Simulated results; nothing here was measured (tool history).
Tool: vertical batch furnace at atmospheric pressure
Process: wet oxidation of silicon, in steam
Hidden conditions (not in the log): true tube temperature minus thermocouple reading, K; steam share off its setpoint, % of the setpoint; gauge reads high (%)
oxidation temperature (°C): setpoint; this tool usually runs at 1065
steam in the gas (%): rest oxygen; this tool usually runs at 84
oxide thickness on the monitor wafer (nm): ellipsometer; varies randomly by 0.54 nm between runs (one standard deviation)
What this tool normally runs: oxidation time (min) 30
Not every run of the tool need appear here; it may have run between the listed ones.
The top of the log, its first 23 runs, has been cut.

run   hour  oxidation temperature (°C)  oxidation time (min)  steam in the gas (%)  wafers since the last listed run  hours since the last temperature calibration  hours since the steam generator was serviced  hours since the gauge calibration  read-back reference wafer on the same gauge, thickness  oxide thickness on the monitor wafer (nm)
 24  288.5                        1042                    23                    91                                79                                             8                                          97.5                               81.1                                                     372                                     272.19
 25  295.7                        1065                    30                    84                               143                                          15.2                                         104.7                               88.3                                                  371.91                                     356.48
 26  303.8                        1065                    30                    84                               161                                          23.3                                         112.8                               96.4                                                     372                                     356.41
 27  316.1                        1044                  39.5                    74                               244                                          35.6                                         125.1                              108.7                                                  372.07                                     344.34
 28  323.1                        1046                    30                    78                               139                                          42.6                                         132.1                              115.7                                                  371.98                                     300.95
 29  333.6                        1065                  16.5                    80                               209                                          53.1                                         142.6                              126.2                                                  371.91                                     233.36
 30  349.7                        1065                    30                    84                               320                                          69.2                                         158.7                              142.3                                                  371.89                                     355.24
 31  356.7                        1058                  16.5                    84                               139                                          76.2                                         165.7                              149.3                                                  371.94                                     229.15
 32  368.1                        1046                    36                    78                               226                                          87.6                                         177.1                              160.7                                                  371.97                                     339.08
 33  402.7                        1072                  43.5                    75                               688                                         122.2                                         211.7                              195.3                                                  372.08                                     433.54
 34  420.1                        1057                    30                    84                               346                                         139.6                                         229.1                              212.7                                                  372.01                                     338.58
 35  427.7                        1078                    30                    78                               151                                         147.2                                         236.7                              220.3                                                  372.08                                     364.13
 36  435.6                        1072                  35.5                    84                               157                                         155.1                                         244.6                              228.2                                                  372.11                                     408.41
 37  452.8                        1065                    30                    84                               342                                         172.3                                         261.8                              245.4                                                  371.97                                     354.48
 38  469.8                        1047                    30                    84                               338                                         189.3                                         278.8                              262.4                                                  372.04                                     316.04

What if the next run were any one of these 4? Each begins from the tool's condition after run 38:
  A  473.4                        1065                  38.5                    84                                71                                         192.9                                         282.4                                266                                                       ?                                          ?
  B  473.4                        1082                    30                    95                                71                                         192.9                                         282.4                                266                                                       ?                                          ?
  C  473.4                        1074                    26                    78                                71                                         192.9                                         282.4                                266                                                       ?                                          ?
  D  473.4                        1072                    30                    84                                71                                         192.9                                         282.4                                266                                                       ?                                          ?

run  read-back reference wafer on the same gauge, thickness  oxide thickness on the monitor wafer (nm)
  A                                                  372.09                                     413.16
  B                                                  372.09                                     418.24
  C                                                  372.09                                     325.01
  D                                                  372.09                                      368.1
Without the tool's hidden state the same runs would have given:
run  oxide thickness on the monitor wafer (nm)
  A                                     417.79
  B                                     422.81
  C                                     328.74
  D                                     372.26
